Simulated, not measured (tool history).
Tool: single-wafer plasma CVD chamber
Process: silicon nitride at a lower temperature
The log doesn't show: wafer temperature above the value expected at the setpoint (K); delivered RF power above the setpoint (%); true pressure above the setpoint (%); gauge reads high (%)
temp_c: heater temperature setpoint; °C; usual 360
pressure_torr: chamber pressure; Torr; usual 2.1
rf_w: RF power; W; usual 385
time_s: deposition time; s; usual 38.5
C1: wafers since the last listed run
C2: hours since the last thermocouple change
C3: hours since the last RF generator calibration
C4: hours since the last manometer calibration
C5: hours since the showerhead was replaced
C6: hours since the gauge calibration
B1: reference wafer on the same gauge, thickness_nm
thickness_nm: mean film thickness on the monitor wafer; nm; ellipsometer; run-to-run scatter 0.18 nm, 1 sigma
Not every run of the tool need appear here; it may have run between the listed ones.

run 1 day=0 | temp_c=360 pressure_torr=2.1 rf_w=385 time_s=38.5 | C1=0 C2=2549.9 C3=1820.5 C4=858.5 C5=4131.9 C6=29.8 | B1=70.413 | thickness_nm=58.925
run 2 day=1.104 | temp_c=360 pressure_torr=2.1 rf_w=385 time_s=38.5 | C1=401 C2=2576.4 C3=1847 C4=885 C5=4158.4 C6=56.3 | B1=70.54 | thickness_nm=59.138
run 3 day=1.683 | temp_c=360 pressure_torr=2.1 rf_w=385 time_s=38.5 | C1=210 C2=2590.3 C3=1860.9 C4=898.9 C5=4172.3 C6=70.2 | B1=70.527 | thickness_nm=59.079
run 4 day=2.867 | temp_c=369 pressure_torr=2.1 rf_w=385 time_s=38.5 | C1=430 C2=2618.7 C3=1889.3 C4=927.3 C5=4200.7 C6=98.6 | B1=70.539 | thickness_nm=58.693
run 5 day=4.292 | temp_c=369 pressure_torr=2.1 rf_w=385 time_s=38.5 | C1=518 C2=2652.9 C3=1923.5 C4=961.5 C5=4234.9 C6=132.8 | B1=70.488 | thickness_nm=59.182
run 6 day=5.425 | temp_c=360 pressure_torr=1.88 rf_w=385 time_s=38.5 | C1=412 C2=2680.1 C3=1950.7 C4=988.7 C5=4262.1 C6=160 | B1=70.581 | thickness_nm=58.053
-- day=5.883 gauge calibrated
run 7 day=6.025 | temp_c=360 pressure_torr=2.1 rf_w=385 time_s=38.5 | C1=218 C2=2694.5 C3=1965.1 C4=1003.1 C5=4276.5 C6=3.4 | B1=70.537 | thickness_nm=59.016
-- day=6.608 capacitance manometer re-zeroed and calibrated
run 8 day=7.292 | temp_c=350 pressure_torr=2.59 rf_w=330 time_s=38.5 | C1=339 C2=2724.9 C3=1995.5 C4=16.4 C5=4306.9 C6=33.8 | B1=70.538 | thickness_nm=58.564
-- day=7.829 thermocouple changed; heater temperature recalibrated
run 9 day=8.683 | temp_c=360 pressure_torr=2.1 rf_w=385 time_s=38.5 | C1=384 C2=20.5 C3=2028.9 C4=49.8 C5=4340.3 C6=67.2 | B1=70.514 | thickness_nm=58.968
-- day=9.146 RF generator calibrated
-- day=10.421 showerhead replaced
run 10 day=10.442 | temp_c=360 pressure_torr=1.83 rf_w=430 time_s=38.5 | C1=397 C2=62.7 C3=31.1 C4=92 C5=0.5 C6=109.4 | B1=70.443 | thickness_nm=60.157
run 11 day=10.938 | temp_c=368 pressure_torr=2.1 rf_w=410 time_s=38.5 | C1=180 C2=74.6 C3=43 C4=103.9 C5=12.4 C6=121.3 | B1=70.475 | thickness_nm=60.189
run 12 day=12.058 | temp_c=360 pressure_torr=2.1 rf_w=385 time_s=36 | C1=407 C2=101.5 C3=69.9 C4=130.8 C5=39.3 C6=148.2 | B1=70.623 | thickness_nm=55.4
-- day=13.346 gauge calibrated
run 13 day=13.454 | temp_c=360 pressure_torr=2.1 rf_w=385 time_s=38.5 | C1=507 C2=135 C3=103.4 C4=164.3 C5=72.8 C6=2.6 | B1=70.422 | thickness_nm=59.342
run 14 day=14.017 | temp_c=360 pressure_torr=2.1 rf_w=440 time_s=38.5 | C1=204 C2=148.5 C3=116.9 C4=177.8 C5=86.3 C6=16.1 | B1=70.528 | thickness_nm=61.802

Consider 4 possible next runs. They are alternatives, not a sequence: every one starts from the tool as it was left by run 14. What does each give?
run A day=14.033 | temp_c=360 pressure_torr=2.1 rf_w=385 time_s=38.5 | C1=6 C2=148.9 C3=117.3 C4=178.2 C5=86.7 C6=16.5 | B1=? | thickness_nm=?
run B day=14.033 | temp_c=360 pressure_torr=2.1 rf_w=385 time_s=40.9 | C1=6 C2=148.9 C3=117.3 C4=178.2 C5=86.7 C6=16.5 | B1=? | thickness_nm=?
run C day=14.033 | temp_c=360 pressure_torr=2.1 rf_w=450 time_s=38.5 | C1=6 C2=148.9 C3=117.3 C4=178.2 C5=86.7 C6=16.5 | B1=? | thickness_nm=?
run D day=14.033 | temp_c=356 pressure_torr=1.86 rf_w=385 time_s=38.5 | C1=6 C2=148.9 C3=117.3 C4=178.2 C5=86.7 C6=16.5 | B1=? | thickness_nm=?

run=A B1=70.425 thickness_nm=59.237
run=B B1=70.425 thickness_nm=62.921
run=C B1=70.425 thickness_nm=62.552
run=D B1=70.425 thickness_nm=57.999
Without the tool's unlogged condition, the same runs would have read:
run=A thickness_nm=59.237
run=B thickness_nm=62.921
run=C thickness_nm=62.552
run=D thickness_nm=57.999

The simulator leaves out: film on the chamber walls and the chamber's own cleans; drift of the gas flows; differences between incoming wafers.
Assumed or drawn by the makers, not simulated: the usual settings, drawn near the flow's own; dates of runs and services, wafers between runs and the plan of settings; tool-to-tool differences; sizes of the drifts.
